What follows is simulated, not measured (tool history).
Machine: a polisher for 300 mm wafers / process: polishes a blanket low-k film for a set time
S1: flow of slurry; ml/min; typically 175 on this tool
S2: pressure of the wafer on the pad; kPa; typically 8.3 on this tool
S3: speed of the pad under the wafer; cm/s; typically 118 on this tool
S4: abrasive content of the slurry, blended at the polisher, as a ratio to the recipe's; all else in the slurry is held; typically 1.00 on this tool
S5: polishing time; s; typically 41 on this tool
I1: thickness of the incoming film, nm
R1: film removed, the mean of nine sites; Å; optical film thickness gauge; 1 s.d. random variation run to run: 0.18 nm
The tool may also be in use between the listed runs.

Run 1, hour 0.0: usual settings; I1 414.7. Result: R1 116 Å.
At hour 12.1: conditioning disc replaced and pad reconditioned.
At hour 71.0: worn pad replaced by a new one.
Run 2, hour 92.3: usual settings but S3 130 cm/s, S4 1.15, S5 50 s; I1 407.1. Result: R1 173 Å.
Run 3, hour 137.3: usual settings but S2 6.2 kPa; I1 403.6. Result: R1 95 Å.
Run 4, hour 228.8: usual settings but S1 160 ml/min, S2 9.7 kPa, S3 140 cm/s, S5 28 s; I1 404.9. Result: R1 100 Å.
At hour 298.8: slurry blender recalibrated.
Run 5, hour 313.4: usual settings but S2 11.0 kPa, S3 142 cm/s; I1 411.3. Result: R1 190 Å.
Run 6, hour 410.7: usual settings but S3 96 cm/s; I1 414.5. Result: R1 115 Å.
Run 7, hour 453.0: usual settings but S2 6.9 kPa, S3 82 cm/s; I1 406.8. Result: R1 85 Å.
At hour 476.3: slurry nozzle cleaned.
Run 8, hour 498.9: usual settings but S2 6.9 kPa, S4 0.90; I1 404.1. Result: R1 94 Å.
At hour 540.9: head pressure recalibrated.
Run 9, hour 593.8: usual settings but S1 155 ml/min, S3 94 cm/s, S4 0.75; I1 416.9. Result: R1 75 Å.
Run 10, hour 649.5: usual settings but S1 125 ml/min, S2 6.2 kPa, S3 152 cm/s, S5 50 s; I1 411.2. Result: R1 124 Å.
At hour 673.9: conditioning disc replaced and pad reconditioned.
At hour 682.9: worn pad replaced by a new one.
Run 11, hour 690.1: usual settings; I1 412.7. Result: R1 119 Å.
Run 12, hour 771.1: usual settings; I1 410.2. Result: R1 119 Å.
Run 13, hour 844.0: usual settings; I1 413.2. Result: R1 117 Å.
At hour 929.8: slurry blender recalibrated.
Run 14, hour 944.5: usual settings but S1 150 ml/min, S3 144 cm/s, S4 0.70; I1 412.6. Result: R1 102 Å.
Run 15, hour 1012.8: usual settings; I1 410.5. Result: R1 131 Å.
At hour 1133.3: slurry nozzle cleaned.
Run 16, hour 1164.4: usual settings; I1 409.0. Result: R1 125 Å.
Run 17, hour 1226.1: usual settings but S1 150 ml/min, S4 1.10, S5 52 s; I1 416.3. Result: R1 168 Å.
Run 18, hour 1295.8: usual settings but S1 210 ml/min; I1 412.9. Result: R1 123 Å.
At hour 1305.8: conditioning disc replaced and pad reconditioned.
Run 19, hour 1387.5: usual settings but S1 160 ml/min, S2 6.9 kPa, S3 132 cm/s; I1 410.6. Result: R1 108 Å.
At hour 1444.0: worn pad replaced by a new one.
Run 20, hour 1444.5: usual settings but S1 230 ml/min, S2 5.5 kPa, S3 158 cm/s, S4 0.85; I1 411.3. Result: R1 87 Å.
Run 21, hour 1480.3: usual settings but S2 5.5 kPa, S5 27 s; I1 409.4. Result: R1 55 Å.
At hour 1510.0: slurry blender recalibrated.
Run 22, hour 1545.4: usual settings but S1 135 ml/min, S4 1.20; I1 418.2. Result: R1 141 Å.
Run 23, hour 1609.9: usual settings but S1 225 ml/min, S3 150 cm/s, S4 1.20; I1 404.0. Result: R1 178 Å.
Run 24, hour 1657.2: usual settings but S1 195 ml/min, S3 152 cm/s, S4 0.90, S5 33 s; I1 412.0. Result: R1 108 Å.

Here are 5 independent what-if runs from the current tool condition. What would each one return?
Run A, hour 1657.6: usual settings; I1 403.1. Result: R1 ?.
Run B, hour 1657.6: usual settings but S5 47 s; I1 403.1. Result: R1 ?.
Run C, hour 1657.6: usual settings but S1 195 ml/min, S3 96 cm/s; I1 403.1. Result: R1 ?.
Run D, hour 1657.6: usual settings but S4 1.25, S5 51 s; I1 403.1. Result: R1 ?.
Run E, hour 1657.6: usual settings but S3 82 cm/s, S4 0.90, S5 52 s; I1 403.1. Result: R1 ?.

run   R1
  A  128
  B  147
  C  115
  D  188
  E  119
Without the tool's unlogged condition, the same runs would have read:
run   R1
  A  140
  B  160
  C  126
  D  201
  E  131
